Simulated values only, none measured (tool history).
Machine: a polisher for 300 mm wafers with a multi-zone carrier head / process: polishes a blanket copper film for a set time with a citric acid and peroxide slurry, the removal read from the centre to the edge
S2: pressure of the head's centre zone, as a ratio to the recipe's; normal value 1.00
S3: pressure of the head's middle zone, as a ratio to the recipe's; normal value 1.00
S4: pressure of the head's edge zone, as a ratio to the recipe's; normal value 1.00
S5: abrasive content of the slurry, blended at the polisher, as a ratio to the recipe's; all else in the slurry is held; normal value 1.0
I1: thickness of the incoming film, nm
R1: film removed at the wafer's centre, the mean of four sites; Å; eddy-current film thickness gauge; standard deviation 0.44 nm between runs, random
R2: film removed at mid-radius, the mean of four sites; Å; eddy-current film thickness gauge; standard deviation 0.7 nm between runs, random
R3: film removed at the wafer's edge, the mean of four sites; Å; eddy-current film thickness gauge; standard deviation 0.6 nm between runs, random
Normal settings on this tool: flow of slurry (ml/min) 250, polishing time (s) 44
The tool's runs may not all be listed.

{"run": 1, "hour": 0.0, "flow of slurry (ml/min)": 250, "S2": 1.0, "S3": 1.0, "S4": 1.0, "S5": 1.0, "polishing time (s)": 44, "I1": 992.9, "R1": 677, "R2": 649, "R3": 670}
{"hour": 39.8, "done": "centre zone pressure recalibrated"}
{"run": 2, "hour": 40.3, "flow of slurry (ml/min)": 250, "S2": 1.0, "S3": 1.09, "S4": 0.97, "S5": 1.0, "polishing time (s)": 44, "I1": 1012.9, "R1": 686, "R2": 699, "R3": 643}
{"run": 3, "hour": 111.4, "flow of slurry (ml/min)": 250, "S2": 1.07, "S3": 0.91, "S4": 1.04, "S5": 1.0, "polishing time (s)": 44, "I1": 1012.1, "R1": 730, "R2": 607, "R3": 671}
{"hour": 170.5, "done": "worn pad replaced by a new one"}
{"run": 4, "hour": 182.8, "flow of slurry (ml/min)": 250, "S2": 1.0, "S3": 1.1, "S4": 1.0, "S5": 0.7, "polishing time (s)": 56, "I1": 1004.9, "R1": 810, "R2": 836, "R3": 791}
{"hour": 208.3, "done": "edge zone pressure recalibrated"}
{"run": 5, "hour": 211.8, "flow of slurry (ml/min)": 250, "S2": 0.96, "S3": 1.0, "S4": 1.04, "S5": 1.0, "polishing time (s)": 44, "I1": 1018.0, "R1": 648, "R2": 657, "R3": 683}
{"run": 6, "hour": 281.2, "flow of slurry (ml/min)": 250, "S2": 1.0, "S3": 1.0, "S4": 1.0, "S5": 1.0, "polishing time (s)": 44, "I1": 1000.8, "R1": 671, "R2": 663, "R3": 676}
{"run": 7, "hour": 339.2, "flow of slurry (ml/min)": 250, "S2": 1.0, "S3": 1.0, "S4": 1.0, "S5": 1.0, "polishing time (s)": 44, "I1": 1015.0, "R1": 679, "R2": 653, "R3": 662}
{"hour": 347.6, "done": "carrier head's membrane replaced by a new one"}
{"run": 8, "hour": 380.6, "flow of slurry (ml/min)": 335, "S2": 1.04, "S3": 1.0, "S4": 1.0, "S5": 0.8, "polishing time (s)": 56, "I1": 1026.6, "R1": 884, "R2": 811, "R3": 836}
{"run": 9, "hour": 426.4, "flow of slurry (ml/min)": 250, "S2": 1.0, "S3": 1.0, "S4": 1.0, "S5": 1.0, "polishing time (s)": 44, "I1": 1021.1, "R1": 677, "R2": 647, "R3": 675}
{"run": 10, "hour": 489.0, "flow of slurry (ml/min)": 250, "S2": 0.9, "S3": 1.0, "S4": 1.0, "S5": 1.0, "polishing time (s)": 44, "I1": 1006.1, "R1": 612, "R2": 642, "R3": 677}
{"run": 11, "hour": 522.6, "flow of slurry (ml/min)": 250, "S2": 1.0, "S3": 1.0, "S4": 1.0, "S5": 1.0, "polishing time (s)": 50, "I1": 1014.1, "R1": 773, "R2": 732, "R3": 761}
{"hour": 550.8, "done": "worn pad replaced by a new one"}
{"run": 12, "hour": 577.5, "flow of slurry (ml/min)": 330, "S2": 1.0, "S3": 1.0, "S4": 1.0, "S5": 1.0, "polishing time (s)": 44, "I1": 1003.7, "R1": 693, "R2": 660, "R3": 692}
{"run": 13, "hour": 622.8, "flow of slurry (ml/min)": 250, "S2": 1.0, "S3": 1.12, "S4": 1.0, "S5": 1.0, "polishing time (s)": 44, "I1": 1009.8, "R1": 681, "R2": 717, "R3": 666}
{"run": 14, "hour": 686.2, "flow of slurry (ml/min)": 250, "S2": 1.0, "S3": 1.0, "S4": 1.0, "S5": 1.0, "polishing time (s)": 44, "I1": 1026.6, "R1": 678, "R2": 656, "R3": 661}
{"run": 15, "hour": 740.7, "flow of slurry (ml/min)": 250, "S2": 1.0, "S3": 1.0, "S4": 1.05, "S5": 1.0, "polishing time (s)": 44, "I1": 1010.2, "R1": 685, "R2": 648, "R3": 676}
{"hour": 746.7, "done": "slurry nozzle cleaned"}
{"run": 16, "hour": 890.7, "flow of slurry (ml/min)": 250, "S2": 1.0, "S3": 1.0, "S4": 1.0, "S5": 1.0, "polishing time (s)": 44, "I1": 993.2, "R1": 681, "R2": 642, "R3": 667}
{"hour": 931.4, "done": "worn pad replaced by a new one"}
{"run": 17, "hour": 949.8, "flow of slurry (ml/min)": 250, "S2": 1.0, "S3": 1.0, "S4": 1.0, "S5": 1.0, "polishing time (s)": 44, "I1": 1010.4, "R1": 682, "R2": 655, "R3": 665}
{"run": 18, "hour": 982.4, "flow of slurry (ml/min)": 250, "S2": 1.04, "S3": 1.0, "S4": 1.0, "S5": 1.0, "polishing time (s)": 44, "I1": 1021.6, "R1": 694, "R2": 646, "R3": 664}
{"run": 19, "hour": 1020.5, "flow of slurry (ml/min)": 250, "S2": 1.0, "S3": 1.0, "S4": 1.07, "S5": 1.0, "polishing time (s)": 44, "I1": 1010.8, "R1": 677, "R2": 646, "R3": 689}
{"hour": 1054.6, "done": "centre zone pressure recalibrated"}
{"run": 20, "hour": 1078.5, "flow of slurry (ml/min)": 215, "S2": 1.0, "S3": 1.0, "S4": 1.0, "S5": 1.0, "polishing time (s)": 44, "I1": 1026.7, "R1": 673, "R2": 637, "R3": 658}
{"hour": 1180.0, "done": "edge zone pressure recalibrated"}
{"run": 21, "hour": 1219.1, "flow of slurry (ml/min)": 320, "S2": 1.0, "S3": 1.0, "S4": 1.0, "S5": 1.0, "polishing time (s)": 30, "I1": 995.6, "R1": 475, "R2": 452, "R3": 467}

Run-by-run hidden state of the tool:
removal rate lost through wear of the pad, %: 0 across all the runs
slurry flow missing at the pad, %: 0 across all the runs
deviation of the centre zone's pressure from its setpoint, %: 0 across all the runs
deviation of the edge zone's pressure from its setpoint, %: 0 across all the runs
